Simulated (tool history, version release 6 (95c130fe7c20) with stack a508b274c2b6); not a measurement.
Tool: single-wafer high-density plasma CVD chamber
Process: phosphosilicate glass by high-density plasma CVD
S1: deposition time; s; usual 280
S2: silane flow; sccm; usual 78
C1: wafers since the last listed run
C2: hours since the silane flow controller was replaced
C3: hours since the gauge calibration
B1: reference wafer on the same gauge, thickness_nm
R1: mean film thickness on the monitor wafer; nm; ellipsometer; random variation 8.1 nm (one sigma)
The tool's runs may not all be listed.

Run 1, day 0: usual settings but S1 264 s; C1 0; C2 2205.2; C3 26.2; B1 2429.769. Result: R1 1876.439 nm.
Run 2, day 0.829: usual settings; C1 88; C2 2225.1; C3 46.1; B1 2431.998. Result: R1 1992.969 nm.
Run 3, day 1.688: usual settings; C1 91; C2 2245.7; C3 66.7; B1 2433.952. Result: R1 1987.815 nm.
Run 4, day 3.079: usual settings; C1 147; C2 2279.1; C3 100.1; B1 2428.548. Result: R1 1985.191 nm.
Run 5, day 3.904: usual settings but S1 238 s; C1 87; C2 2298.9; C3 119.9; B1 2431.427. Result: R1 1690.022 nm.
Run 6, day 4.975: usual settings; C1 113; C2 2324.6; C3 145.6; B1 2429.622. Result: R1 1994.122 nm.
Run 7, day 6.438: usual settings; C1 155; C2 2359.7; C3 180.7; B1 2433.797. Result: R1 2003.597 nm.
Run 8, day 7.442: usual settings; C1 106; C2 2383.8; C3 204.8; B1 2429.803. Result: R1 1984.64 nm.
Run 9, day 8.717: usual settings; C1 135; C2 2414.4; C3 235.4; B1 2433.244. Result: R1 1985.775 nm.
Run 10, day 10.038: usual settings; C1 140; C2 2446.1; C3 267.1; B1 2431.16. Result: R1 1977.16 nm.
Run 11, day 11.183: usual settings; C1 121; C2 2473.6; C3 294.6; B1 2427.114. Result: R1 1987.812 nm.
Run 12, day 12.392: usual settings but S2 87 sccm; C1 128; C2 2502.6; C3 323.6; B1 2432.592. Result: R1 2198.567 nm.
Run 13, day 13.246: usual settings; C1 90; C2 2523.1; C3 344.1; B1 2432.845. Result: R1 1981.454 nm.
Run 14, day 14.738: usual settings but S1 296 s, S2 90 sccm; C1 158; C2 2558.9; C3 379.9; B1 2425.994. Result: R1 2413.883 nm.
Run 15, day 15.946: usual settings but S1 292 s, S2 84 sccm; C1 128; C2 2587.9; C3 408.9; B1 2432.696. Result: R1 2220.089 nm.
Run 16, day 17.046: usual settings but S1 292 s, S2 84 sccm; C1 116; C2 2614.3; C3 435.3; B1 2428.57. Result: R1 2228.166 nm.
Run 17, day 18.3: usual settings but S1 292 s, S2 84 sccm; C1 133; C2 2644.4; C3 465.4; B1 2429.829. Result: R1 2224.719 nm.
Run 18, day 19.642: usual settings but S1 268 s, S2 90 sccm; C1 142; C2 2676.6; C3 497.6; B1 2426.101. Result: R1 2184.306 nm.
Run 19, day 20.275: usual settings but S1 268 s, S2 90 sccm; C1 67; C2 2691.8; C3 512.8; B1 2426.657. Result: R1 2181.258 nm.
Run 20, day 20.962: usual settings; C1 72; C2 2708.3; C3 529.3; B1 2428.274. Result: R1 1977.633 nm.
Run 21, day 21.575: usual settings; C1 65; C2 2723; C3 544; B1 2426.417. Result: R1 1967.67 nm.
Run 22, day 22.204: usual settings but S2 69 sccm; C1 66; C2 2738.1; C3 559.1; B1 2431.403. Result: R1 1750.539 nm.
Run 23, day 23.375: usual settings but S1 246 s, S2 93 sccm; C1 124; C2 2766.2; C3 587.2; B1 2429.306. Result: R1 2077.373 nm.
Run 24, day 24.542: usual settings; C1 123; C2 2794.2; C3 615.2; B1 2432.279. Result: R1 1965.879 nm.
Run 25, day 25.308: usual settings but S1 304 s, S2 82 sccm; C1 81; C2 2812.6; C3 633.6; B1 2431.627. Result: R1 2231.002 nm.
Run 26, day 26.312: usual settings but S2 72 sccm; C1 106; C2 2836.7; C3 657.7; B1 2427.472. Result: R1 1830.077 nm.
Run 27, day 27.233: usual settings; C1 97; C2 2858.8; C3 679.8; B1 2431.562. Result: R1 1970.11 nm.
At day 27.258: gauge calibrated.
Run 28, day 28.225: usual settings; C1 105; C2 2882.6; C3 23.2; B1 2430.167. Result: R1 1959.958 nm.
Run 29, day 29.088: usual settings but S1 226 s; C1 91; C2 2903.3; C3 43.9; B1 2426.147. Result: R1 1592.823 nm.
At day 30.075: silane flow controller replaced.
Run 30, day 30.096: usual settings; C1 71; C2 0.5; C3 68.1; B1 2432.432. Result: R1 2083.379 nm.
Run 31, day 30.662: usual settings but S1 321 s, S2 74 sccm; C1 60; C2 14.1; C3 81.7; B1 2433.088. Result: R1 2252.848 nm.
Run 32, day 31.446: usual settings but S1 311 s; C1 83; C2 32.9; C3 100.5; B1 2428.276. Result: R1 2306.049 nm.
Run 33, day 32.321: usual settings but S1 314 s, S2 71 sccm; C1 92; C2 53.9; C3 121.5; B1 2431.654. Result: R1 2122.191 nm.
Run 34, day 32.85: usual settings but S2 85 sccm; C1 56; C2 66.6; C3 134.2; B1 2431.602. Result: R1 2272.628 nm.
Run 35, day 33.421: usual settings; C1 60; C2 80.3; C3 147.9; B1 2432.704. Result: R1 2078.586 nm.
Run 36, day 34.138: usual settings; C1 76; C2 97.5; C3 165.1; B1 2430.616. Result: R1 2093.076 nm.
Run 37, day 34.667: usual settings but S1 224 s, S2 84 sccm; C1 56; C2 110.2; C3 177.8; B1 2428.78. Result: R1 1793.71 nm.
Run 38, day 35.804: usual settings but S2 88 sccm; C1 120; C2 137.5; C3 205.1; B1 2431.778. Result: R1 2329.723 nm.
Run 39, day 38.971: usual settings but S1 256 s; C1 336; C2 213.5; C3 281.1; B1 2429.529. Result: R1 1901.989 nm.
Run 40, day 40.45: usual settings but S1 304 s, S2 82 sccm; C1 157; C2 249; C3 316.6; B1 2429.426. Result: R1 2373.016 nm.
Run 41, day 41.458: usual settings but S1 331 s, S2 86 sccm; C1 107; C2 273.2; C3 340.8; B1 2425.812. Result: R1 2686.675 nm.
Run 42, day 42.333: usual settings but S1 309 s, S2 67 sccm; C1 92; C2 294.2; C3 361.8; B1 2427.553. Result: R1 1958.469 nm.
Run 43, day 43.225: usual settings but S1 251 s; C1 94; C2 315.6; C3 383.2; B1 2432.723. Result: R1 1856.843 nm.

Measured less the same run without the tool's hidden state. The same run-to-run variation is in both; the gauge's scatter may not be:
The hidden state here: delivered silane flow above the setpoint (%); gauge reads high (%).
run        R1
  1   -91.265
  2   -97.784
  3    -98.41
  4   -99.704
  5   -85.599
  6  -102.105
  7  -104.106
  8  -104.154
  9  -105.527
 10  -106.425
 11  -108.182
 12  -121.035
 13  -109.965
 14  -135.841
 15  -126.337
 16  -128.078
 17   -129.34
 18  -128.527
 19  -129.072
 20  -117.737
 21  -117.777
 22   -105.36
 23  -126.311
 24   -120.74
 25  -137.925
 26  -114.108
 27  -123.798
 28  -124.189
 29  -101.653
 30    -8.745
 31    -10.06
 32    -11.15
 33   -11.138
 34   -12.497
 35   -11.991
 36   -12.784
 37   -11.406
 38   -16.071
 39   -15.981
 40   -21.611
 41   -25.758
 42   -19.595
 43   -19.368

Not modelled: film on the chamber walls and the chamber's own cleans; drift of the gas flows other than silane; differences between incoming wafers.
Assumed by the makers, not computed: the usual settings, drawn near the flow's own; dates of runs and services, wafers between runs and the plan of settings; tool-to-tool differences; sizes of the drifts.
